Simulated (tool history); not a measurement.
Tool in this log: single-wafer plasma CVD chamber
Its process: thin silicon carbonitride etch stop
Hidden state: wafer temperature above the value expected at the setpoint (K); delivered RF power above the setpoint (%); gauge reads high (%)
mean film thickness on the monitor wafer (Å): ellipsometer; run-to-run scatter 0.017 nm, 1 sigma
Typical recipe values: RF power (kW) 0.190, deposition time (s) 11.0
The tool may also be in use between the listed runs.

| run | hour | RF power (kW) | deposition time (s) | wafers since the last listed run | hours since the last thermocouple change | hours since the last RF generator calibration | hours since the showerhead was replaced | hours since the gauge calibration | read-back reference wafer on the same gauge, thickness_nm | mean film thickness on the monitor wafer (Å) |
|---|---|---|---|---|---|---|---|---|---|---|
| 1 | 0.0 | 0.220 | 10.6 | 0 | 1280.9 | 1148.9 | 4461.8 | 40.6 | 7.639 | 72.48 |
| 2 | 64.0 | 0.200 | 11.0 | 2040 | 1344.9 | 1212.9 | 4525.8 | 104.6 | 7.635 | 73.21 |
| 3 | 151.6 | 0.165 | 11.0 | 2792 | 1432.5 | 1300.5 | 4613.4 | 192.2 | 7.634 | 69.89 |
| 4 | 221.2 | 0.190 | 11.0 | 2218 | 1502.1 | 1370.1 | 4683.0 | 261.8 | 7.643 | 72.47 |
| 5 | 285.1 | 0.190 | 11.0 | 2036 | 1566.0 | 1434.0 | 4746.9 | 325.7 | 7.638 | 72.41 |
| 6 | 358.2 | 0.190 | 11.0 | 2330 | 1639.1 | 1507.1 | 4820.0 | 398.8 | 7.639 | 72.38 |
| 7 | 446.1 | 0.190 | 11.0 | 2802 | 1727.0 | 1595.0 | 4907.9 | 486.7 | 7.645 | 72.36 |
| 8 | 544.0 | 0.170 | 9.4 | 3120 | 1824.9 | 1692.9 | 5005.8 | 584.6 | 7.636 | 60.09 |
| 9 | 624.6 | 0.170 | 9.4 | 2569 | 1905.5 | 1773.5 | 5086.4 | 665.2 | 7.639 | 59.92 |
| 10 | 695.3 | 0.190 | 9.8 | 2253 | 1976.2 | 1844.2 | 5157.1 | 735.9 | 7.640 | 64.60 |
| 11 | 781.5 | 0.190 | 9.8 | 2747 | 2062.4 | 1930.4 | 5243.3 | 822.1 | 7.643 | 64.62 |
| 12 | 883.6 | 0.190 | 11.0 | 3254 | 2164.5 | 2032.5 | 5345.4 | 924.2 | 7.644 | 72.11 |
|  | 941.3 | RF generator calibrated |
|  | 942.0 | showerhead replaced |
| 13 | 989.4 | 0.160 | 11.0 | 3095 | 2270.3 | 48.1 | 47.4 | 1030.0 | 7.638 | 69.94 |
| 14 | 1043.3 | 0.210 | 12.0 | 1718 | 2324.2 | 102.0 | 101.3 | 1083.9 | 7.644 | 81.52 |
| 15 | 1120.5 | 0.200 | 11.0 | 2460 | 2401.4 | 179.2 | 178.5 | 1161.1 | 7.638 | 73.67 |
| 16 | 1169.3 | 0.210 | 9.9 | 1555 | 2450.2 | 228.0 | 227.3 | 1209.9 | 7.644 | 67.00 |
|  | 1207.9 | thermocouple changed; heater temperature recalibrated |
| 17 | 1272.8 | 0.215 | 11.6 | 3044 | 64.9 | 331.5 | 330.8 | 1313.4 | 7.650 | 78.94 |
|  | 1291.9 | gauge calibrated |
| 18 | 1364.1 | 0.175 | 9.5 | 2910 | 156.2 | 422.8 | 422.1 | 72.2 | 7.646 | 61.34 |
| 19 | 1449.3 | 0.175 | 11.0 | 2715 | 241.4 | 508.0 | 507.3 | 157.4 | 7.651 | 71.28 |
| 20 | 1521.7 | 0.225 | 12.2 | 2307 | 313.8 | 580.4 | 579.7 | 229.8 | 7.641 | 83.96 |
| 21 | 1570.7 | 0.220 | 11.0 | 1561 | 362.8 | 629.4 | 628.7 | 278.8 | 7.643 | 75.59 |
| 22 | 1674.7 | 0.205 | 10.1 | 3315 | 466.8 | 733.4 | 732.7 | 382.8 | 7.632 | 68.05 |
| 23 | 1722.0 | 0.190 | 11.0 | 1507 | 514.1 | 780.7 | 780.0 | 430.1 | 7.635 | 72.55 |

4 ways to go on from here, each from the tool as it stands after run 23. What would each give?
| A | 1722.4 | 0.190 | 11.0 | 12 | 514.5 | 781.1 | 780.4 | 430.5 | ? | ? |
| B | 1722.4 | 0.220 | 12.6 | 12 | 514.5 | 781.1 | 780.4 | 430.5 | ? | ? |
| C | 1722.4 | 0.225 | 9.1 | 12 | 514.5 | 781.1 | 780.4 | 430.5 | ? | ? |
| D | 1722.4 | 0.210 | 9.0 | 12 | 514.5 | 781.1 | 780.4 | 430.5 | ? | ? |

| run | read-back reference wafer on the same gauge, thickness_nm | mean film thickness on the monitor wafer (Å) |
|---|---|---|
| A | 7.646 | 72.50 |
| B | 7.646 | 86.11 |
| C | 7.646 | 62.54 |
| D | 7.646 | 60.80 |
The same runs, with their run-to-run variation unchanged, on a tool lacking any hidden condition would have given:
| run | mean film thickness on the monitor wafer (Å) |
|---|---|
| A | 73.26 |
| B | 87.01 |
| C | 63.20 |
| D | 61.43 |

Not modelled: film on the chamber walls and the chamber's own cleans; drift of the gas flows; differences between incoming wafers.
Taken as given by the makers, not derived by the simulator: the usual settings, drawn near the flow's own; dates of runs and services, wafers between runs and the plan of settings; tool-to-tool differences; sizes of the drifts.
